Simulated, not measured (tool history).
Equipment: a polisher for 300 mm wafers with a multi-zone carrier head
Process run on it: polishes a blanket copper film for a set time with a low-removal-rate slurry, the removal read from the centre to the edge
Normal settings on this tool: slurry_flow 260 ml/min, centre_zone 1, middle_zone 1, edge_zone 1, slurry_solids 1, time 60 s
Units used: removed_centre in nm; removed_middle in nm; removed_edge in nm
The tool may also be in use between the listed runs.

run   hour  slurry_flow  centre_zone  middle_zone  edge_zone  slurry_solids  time  incoming thickness of the incoming film, nm  removed_centre  removed_middle  removed_edge
  1      0          345            1         1.09          1              1    60                                        692.2           131.7           157.8           139
  2   27.9          260            1            1          1              1    60                                        704.5           128.7           142.2         135.3
      49.9  -- worn pad replaced by a new one
  3   50.4          260            1          0.9          1              1    77                                          687           160.9           171.2         176.3
  4   80.5          225         0.94         1.09          1              1    51                                        690.5            99.1           126.6         111.7
      94.8  -- centre zone pressure recalibrated
  5  103.3          320            1            1          1           0.85    60                                        677.3           134.3             137         132.4
  6  119.8          260            1            1          1            0.9    60                                        691.3           130.5           137.1         130.8
  7  146.8          260            1            1          1              1    75                                        685.4           168.6           177.6           167
  8  165.2          335            1            1       1.06              1    60                                        695.9           136.9           142.4           138
  9    180          260         0.95         0.95          1              1    60                                        684.2           128.2           140.8           133
 10  213.6          260         1.11         0.93          1              1    60                                          696           146.9           135.9         135.7
 11  243.1          260            1            1          1              1    60                                        685.9           129.2           142.2         134.8
       259  -- worn pad replaced by a new one
 12  261.1          260            1            1          1              1    60                                        701.7           133.3           144.1           132
 13  277.9          185            1            1       0.93              1    60                                        689.7             123           139.1         128.7
 14  293.6          260            1            1       1.05              1    60                                        692.1             130           140.6         136.3
     295.9  -- edge zone pressure recalibrated
 15    321          260            1            1          1              1    60                                        686.7           130.8             143         134.6
 16  354.4          260         0.93            1       0.97              1    60                                          681           119.9           142.4         131.9
 17    372          180            1            1          1              1    68                                          697           139.5           156.7         145.1
 18  386.9          260         0.95         1.09          1           1.15    60                                        679.5           122.2             156         141.5
 19  419.5          260            1            1          1            0.8    60                                        695.2             122           134.6         127.5
 20  440.5          260         1.09            1          1              1    60                                        682.9             137           140.3         131.9
 21  464.4          260            1         0.95          1              1    60                                        677.4           126.4           136.8         134.7

Hidden state, per run?
removal rate lost through wear of the pad, %: 0 at every run
slurry flow missing at the pad, %: 0 at every run
deviation of the edge zone's pressure from its setpoint, %: 0 at every run
H1: deviation of the centre zone's pressure from its setpoint, %
run     H1
  1  -7.74
  2  -8.28
  3  -8.72
  4  -9.31
  5  -1.26
  6  -1.58
  7  -2.11
  8  -2.47
  9  -2.76
 10  -3.42
 11  -3.99
 12  -4.34
 13  -4.67
 14  -4.98
 15  -5.51
 16  -6.16
 17  -6.51
 18   -6.8
 19  -7.44
 20  -7.85
 21  -8.31
